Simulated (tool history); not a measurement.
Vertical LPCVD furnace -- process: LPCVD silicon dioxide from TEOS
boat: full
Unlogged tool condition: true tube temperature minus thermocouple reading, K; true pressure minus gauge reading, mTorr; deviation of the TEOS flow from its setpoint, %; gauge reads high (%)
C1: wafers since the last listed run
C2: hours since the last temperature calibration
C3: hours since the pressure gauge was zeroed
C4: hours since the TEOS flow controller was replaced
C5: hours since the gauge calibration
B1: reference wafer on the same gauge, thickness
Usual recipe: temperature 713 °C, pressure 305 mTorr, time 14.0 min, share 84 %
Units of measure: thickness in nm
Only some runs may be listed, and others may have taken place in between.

{"run": 1, "hour": 0.0, "temperature": 713, "pressure": 305, "time": 14.0, "share": 84, "C1": 0, "C2": 3920.5, "C3": 4600.8, "C4": 5169.0, "C5": 267.0, "B1": 124.94, "thickness": 147.07}
{"run": 2, "hour": 13.4, "temperature": 713, "pressure": 305, "time": 14.0, "share": 84, "C1": 217, "C2": 3933.9, "C3": 4614.2, "C4": 5182.4, "C5": 280.4, "B1": 124.98, "thickness": 146.95}
{"run": 3, "hour": 29.0, "temperature": 713, "pressure": 305, "time": 15.5, "share": 84, "C1": 252, "C2": 3949.5, "C3": 4629.8, "C4": 5198.0, "C5": 296.0, "B1": 125.16, "thickness": 164.4}
{"run": 4, "hour": 44.5, "temperature": 713, "pressure": 305, "time": 15.5, "share": 84, "C1": 251, "C2": 3965.0, "C3": 4645.3, "C4": 5213.5, "C5": 311.5, "B1": 125.01, "thickness": 162.43}
{"run": 5, "hour": 76.1, "temperature": 713, "pressure": 305, "time": 15.5, "share": 84, "C1": 512, "C2": 3996.6, "C3": 4676.9, "C4": 5245.1, "C5": 343.1, "B1": 124.87, "thickness": 164.07}
{"run": 6, "hour": 99.2, "temperature": 713, "pressure": 350, "time": 14.0, "share": 84, "C1": 374, "C2": 4019.7, "C3": 4700.0, "C4": 5268.2, "C5": 366.2, "B1": 125.05, "thickness": 158.98}
{"run": 7, "hour": 132.3, "temperature": 713, "pressure": 350, "time": 14.0, "share": 84, "C1": 536, "C2": 4052.8, "C3": 4733.1, "C4": 5301.3, "C5": 399.3, "B1": 124.92, "thickness": 157.71}
{"run": 8, "hour": 207.1, "temperature": 713, "pressure": 305, "time": 14.0, "share": 84, "C1": 1212, "C2": 4127.6, "C3": 4807.9, "C4": 5376.1, "C5": 474.1, "B1": 124.98, "thickness": 147.41}
{"run": 9, "hour": 235.7, "temperature": 713, "pressure": 305, "time": 14.0, "share": 84, "C1": 463, "C2": 4156.2, "C3": 4836.5, "C4": 5404.7, "C5": 502.7, "B1": 125.05, "thickness": 146.87}
{"run": 10, "hour": 251.5, "temperature": 713, "pressure": 305, "time": 14.0, "share": 84, "C1": 256, "C2": 4172.0, "C3": 4852.3, "C4": 5420.5, "C5": 518.5, "B1": 125.09, "thickness": 147.64}
{"run": 11, "hour": 276.0, "temperature": 713, "pressure": 255, "time": 14.0, "share": 84, "C1": 397, "C2": 4196.5, "C3": 4876.8, "C4": 5445.0, "C5": 543.0, "B1": 125.02, "thickness": 134.79}
{"run": 12, "hour": 294.7, "temperature": 713, "pressure": 255, "time": 14.0, "share": 84, "C1": 303, "C2": 4215.2, "C3": 4895.5, "C4": 5463.7, "C5": 561.7, "B1": 125.03, "thickness": 135.47}
{"run": 13, "hour": 327.9, "temperature": 713, "pressure": 255, "time": 14.0, "share": 84, "C1": 538, "C2": 4248.4, "C3": 4928.7, "C4": 5496.9, "C5": 594.9, "B1": 124.99, "thickness": 135.12}
{"hour": 352.2, "done": "pressure gauge zeroed"}
{"run": 14, "hour": 352.7, "temperature": 718, "pressure": 305, "time": 14.0, "share": 84, "C1": 12, "C2": 4273.2, "C3": 0.5, "C4": 5521.7, "C5": 619.7, "B1": 124.88, "thickness": 164.42}
{"run": 15, "hour": 370.4, "temperature": 720, "pressure": 305, "time": 14.0, "share": 90, "C1": 286, "C2": 4290.9, "C3": 18.2, "C4": 5539.4, "C5": 637.4, "B1": 124.94, "thickness": 178.0}
{"hour": 395.9, "done": "gauge calibrated"}
{"hour": 450.1, "done": "thermocouples replaced and temperature profile calibrated"}
{"run": 16, "hour": 467.2, "temperature": 713, "pressure": 305, "time": 14.0, "share": 97, "C1": 1179, "C2": 17.1, "C3": 115.0, "C4": 5636.2, "C5": 71.3, "B1": 125.0, "thickness": 158.28}
{"hour": 505.5, "done": "TEOS flow controller replaced"}
{"run": 17, "hour": 506.0, "temperature": 713, "pressure": 305, "time": 14.0, "share": 72, "C1": 239, "C2": 55.9, "C3": 153.8, "C4": 0.5, "C5": 110.1, "B1": 124.98, "thickness": 136.41}
{"run": 18, "hour": 515.6, "temperature": 702, "pressure": 335, "time": 18.5, "share": 97, "C1": 155, "C2": 65.5, "C3": 163.4, "C4": 10.1, "C5": 119.7, "B1": 125.06, "thickness": 171.79}
{"run": 19, "hour": 543.0, "temperature": 703, "pressure": 305, "time": 17.0, "share": 84, "C1": 444, "C2": 92.9, "C3": 190.8, "C4": 37.5, "C5": 147.1, "B1": 124.89, "thickness": 143.15}
{"run": 20, "hour": 577.5, "temperature": 706, "pressure": 255, "time": 19.0, "share": 84, "C1": 559, "C2": 127.4, "C3": 225.3, "C4": 72.0, "C5": 181.6, "B1": 125.07, "thickness": 155.3}
{"run": 21, "hour": 606.3, "temperature": 713, "pressure": 305, "time": 14.0, "share": 84, "C1": 466, "C2": 156.2, "C3": 254.1, "C4": 100.8, "C5": 210.4, "B1": 124.93, "thickness": 147.54}
{"run": 22, "hour": 631.7, "temperature": 713, "pressure": 305, "time": 14.0, "share": 84, "C1": 411, "C2": 181.6, "C3": 279.5, "C4": 126.2, "C5": 235.8, "B1": 125.04, "thickness": 148.74}
{"run": 23, "hour": 648.9, "temperature": 713, "pressure": 305, "time": 14.0, "share": 84, "C1": 278, "C2": 198.8, "C3": 296.7, "C4": 143.4, "C5": 253.0, "B1": 124.97, "thickness": 147.23}
{"run": 24, "hour": 677.3, "temperature": 702, "pressure": 335, "time": 15.5, "share": 92, "C1": 460, "C2": 227.2, "C3": 325.1, "C4": 171.8, "C5": 281.4, "B1": 125.12, "thickness": 139.98}
{"run": 25, "hour": 706.8, "temperature": 713, "pressure": 305, "time": 14.0, "share": 84, "C1": 478, "C2": 256.7, "C3": 354.6, "C4": 201.3, "C5": 310.9, "B1": 124.82, "thickness": 147.56}
{"run": 26, "hour": 741.8, "temperature": 713, "pressure": 355, "time": 14.0, "share": 97, "C1": 567, "C2": 291.7, "C3": 389.6, "C4": 236.3, "C5": 345.9, "B1": 125.05, "thickness": 171.77}
{"run": 27, "hour": 758.7, "temperature": 702, "pressure": 235, "time": 14.0, "share": 92, "C1": 273, "C2": 308.6, "C3": 406.5, "C4": 253.2, "C5": 362.8, "B1": 124.93, "thickness": 105.65}

What if the next run were any one of these 5? Each begins from the tool's condition after run 27:
{"run": "A", "hour": 762.7, "temperature": 713, "pressure": 305, "time": 14.0, "share": 84, "C1": 64, "C2": 312.6, "C3": 410.5, "C4": 257.2, "C5": 366.8, "B1": "?", "thickness": "?"}
{"run": "B", "hour": 762.7, "temperature": 701, "pressure": 305, "time": 14.0, "share": 84, "C1": 64, "C2": 312.6, "C3": 410.5, "C4": 257.2, "C5": 366.8, "B1": "?", "thickness": "?"}
{"run": "C", "hour": 762.7, "temperature": 723, "pressure": 305, "time": 14.0, "share": 89, "C1": 64, "C2": 312.6, "C3": 410.5, "C4": 257.2, "C5": 366.8, "B1": "?", "thickness": "?"}
{"run": "D", "hour": 762.7, "temperature": 706, "pressure": 235, "time": 14.0, "share": 84, "C1": 64, "C2": 312.6, "C3": 410.5, "C4": 257.2, "C5": 366.8, "B1": "?", "thickness": "?"}
{"run": "E", "hour": 762.7, "temperature": 709, "pressure": 265, "time": 11.5, "share": 97, "C1": 64, "C2": 312.6, "C3": 410.5, "C4": 257.2, "C5": 366.8, "B1": "?", "thickness": "?"}

run=A B1=124.98 thickness=147.87
run=B B1=124.98 thickness=112.31
run=C B1=124.98 thickness=190.44
run=D B1=124.98 thickness=110.64
run=E B1=124.98 thickness=111.09
What these runs would have given with no unlogged condition in the tool:
run=A thickness=147.87
run=B thickness=112.31
run=C thickness=190.44
run=D thickness=110.64
run=E thickness=111.09
